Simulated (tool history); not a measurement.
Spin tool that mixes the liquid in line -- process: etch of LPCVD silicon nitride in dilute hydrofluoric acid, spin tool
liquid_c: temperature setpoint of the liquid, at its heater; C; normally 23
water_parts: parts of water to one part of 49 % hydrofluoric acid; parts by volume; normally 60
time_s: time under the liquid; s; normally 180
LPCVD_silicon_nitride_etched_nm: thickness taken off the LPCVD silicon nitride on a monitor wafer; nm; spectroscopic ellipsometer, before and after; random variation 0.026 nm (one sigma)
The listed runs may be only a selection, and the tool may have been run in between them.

run     day  liquid_c  water_parts  time_s  wafers since the last listed run  hours since the thermometer was replaced  hours since the hydrofluoric acid flow meter was replaced  hours since the gauge calibration  read-back film thickness of the LPCVD silicon nitride reference wafer, read on the same gauge (nm)  LPCVD_silicon_nitride_etched_nm
  1       0        23           60     180                                 0                                       514                                                     1851.5                              780.2                                                                                              90.017                            1.352
  2    0.95        23           60     180                                99                                     536.8                                                     1874.3                                803                                                                                              89.999                            1.395
  3   1.571        23           60     180                                65                                     551.7                                                     1889.2                              817.9                                                                                              90.027                            1.356
  4   2.158        23           60     180                                61                                     565.8                                                     1903.3                                832                                                                                              89.989                            1.463
      2.767  -- hydrofluoric acid flow meter replaced
  5   3.112        23           60     180                                95                                     588.7                                                        8.3                              854.9                                                                                              89.988                            1.346
      3.304  -- gauge calibrated
  6   4.367        23           60     180                               131                                     618.8                                                       38.4                               25.5                                                                                              89.993                            1.389
  7     4.9        23           60     120                                55                                     631.6                                                       51.2                               38.3                                                                                              89.978                            0.965
  8   5.817        23           60     120                                96                                     653.6                                                       73.2                               60.3                                                                                              89.978                            0.967
  9   6.638        23           60     100                                86                                     673.3                                                       92.9                                 80                                                                                              90.017                            0.781
 10   7.546      25.5           60     230                                95                                     695.1                                                      114.7                              101.8                                                                                              90.004                            2.132
 11   8.321        28           60     210                                81                                     713.7                                                      133.3                              120.4                                                                                               90.01                            2.378
 12   9.067        21           60     180                                78                                     731.6                                                      151.2                              138.3                                                                                              90.014                            1.246
 13   9.942      19.5           60     180                                91                                     752.6                                                      172.2                              159.3                                                                                              89.972                            1.119
 14   11.05        23           60     180                               116                                     779.2                                                      198.8                              185.9                                                                                              89.994                            1.394
 15  12.433        23           50      95                               144                                     812.4                                                        232                              219.1                                                                                              89.991                            0.907
 16  13.333        27           45     135                                94                                       834                                                      253.6                              240.7                                                                                              89.977                            1.911
 17  14.304        23           60     180                               101                                     857.3                                                      276.9                                264                                                                                              89.998                            1.483
 18  15.071        26           35     110                                80                                     875.7                                                      295.3                              282.4                                                                                              89.996                            1.829
 19  16.042        23           85     120                               101                                       899                                                      318.6                              305.7                                                                                              90.008                            0.706
 20  17.496        23           60     100                               152                                     933.9                                                      353.5                              340.6                                                                                              90.004                             0.79
 21  18.971        23           60     180                               154                                     969.3                                                      388.9                                376                                                                                               90.02                            1.527
 22  19.875        21           40     180                                94                                       991                                                      410.6                              397.7                                                                                              89.976                            1.901
 23  20.817        23           60     180                                98                                    1013.6                                                      433.2                              420.3                                                                                              90.024                            1.501
 24  21.912        23           60     180                               114                                    1039.9                                                      459.5                              446.6                                                                                              90.008                            1.531
 25    22.8        23           35     180                                93                                    1061.2                                                      480.8                              467.9                                                                                              89.983                            2.527
     23.429  -- thermometer replaced
 26  26.167        23           90     115                               348                                      65.7                                                      561.6                              548.7                                                                                              89.967                            0.542
 27  27.012        23           60     180                                88                                        86                                                      581.9                                569                                                                                              90.005                            1.216

Run 28 comes next. What will it give?
 28  28.462        23           60     180                               151                                     120.8                                                      616.7                              603.8                                                                                                   ?                                ?

Run 28 gave read-back film thickness of the LPCVD silicon nitride reference wafer, read on the same gauge (nm) 90.015, LPCVD_silicon_nitride_etched_nm 1.295 nm.
With the hidden condition absent and the run-to-run variation left alone, this run would have shown LPCVD_silicon_nitride_etched_nm 1.253 nm.

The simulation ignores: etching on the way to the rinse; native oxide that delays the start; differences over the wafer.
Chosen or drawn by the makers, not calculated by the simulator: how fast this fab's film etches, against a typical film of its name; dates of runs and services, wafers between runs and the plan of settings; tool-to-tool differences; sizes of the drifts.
